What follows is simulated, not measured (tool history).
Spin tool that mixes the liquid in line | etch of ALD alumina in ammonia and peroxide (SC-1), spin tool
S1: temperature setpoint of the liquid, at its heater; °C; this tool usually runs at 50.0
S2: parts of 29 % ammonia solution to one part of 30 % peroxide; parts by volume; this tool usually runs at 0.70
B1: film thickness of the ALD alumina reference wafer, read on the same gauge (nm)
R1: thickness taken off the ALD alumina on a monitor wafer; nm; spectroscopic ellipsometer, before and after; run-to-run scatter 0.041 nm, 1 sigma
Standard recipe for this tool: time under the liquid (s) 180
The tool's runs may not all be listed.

run 1 hour=0.0 | S1=52.5 S2=0.70 time_under_the_liquid_(s)=180 | B1=30.00 | R1=7.81
-- hour=14.3 heated supply line repaired
run 2 hour=16.8 | S1=50.0 S2=0.70 time_under_the_liquid_(s)=180 | B1=29.99 | R1=6.78
run 3 hour=30.4 | S1=50.0 S2=0.45 time_under_the_liquid_(s)=135 | B1=30.00 | R1=4.97
run 4 hour=66.3 | S1=54.0 S2=0.90 time_under_the_liquid_(s)=180 | B1=30.00 | R1=8.69
run 5 hour=110.8 | S1=50.0 S2=0.70 time_under_the_liquid_(s)=180 | B1=30.02 | R1=6.87
run 6 hour=127.8 | S1=50.0 S2=0.90 time_under_the_liquid_(s)=220 | B1=30.01 | R1=8.50
run 7 hour=153.1 | S1=40.5 S2=0.95 time_under_the_liquid_(s)=80 | B1=29.99 | R1=1.81
-- hour=161.1 gauge calibrated
run 8 hour=185.2 | S1=50.0 S2=0.70 time_under_the_liquid_(s)=100 | B1=29.99 | R1=3.83
run 9 hour=200.8 | S1=43.0 S2=0.95 time_under_the_liquid_(s)=265 | B1=30.00 | R1=6.98
run 10 hour=224.2 | S1=60.0 S2=0.50 time_under_the_liquid_(s)=120 | B1=30.00 | R1=7.47
-- hour=249.9 new drum of ammonia solution connected
run 11 hour=258.4 | S1=57.0 S2=1.05 time_under_the_liquid_(s)=180 | B1=30.01 | R1=10.48
run 12 hour=292.2 | S1=53.5 S2=0.35 time_under_the_liquid_(s)=130 | B1=30.01 | R1=5.61

Estimate the outcome of run 13 from the log above:
run 13 hour=324.4 | S1=46.0 S2=0.70 time_under_the_liquid_(s)=125 | B1=? | R1=?

{"run 13": {"B1": 30.02, "R1": 3.84}}
Minus the tool's unlogged condition, the same run would have read R1 3.73 nm.
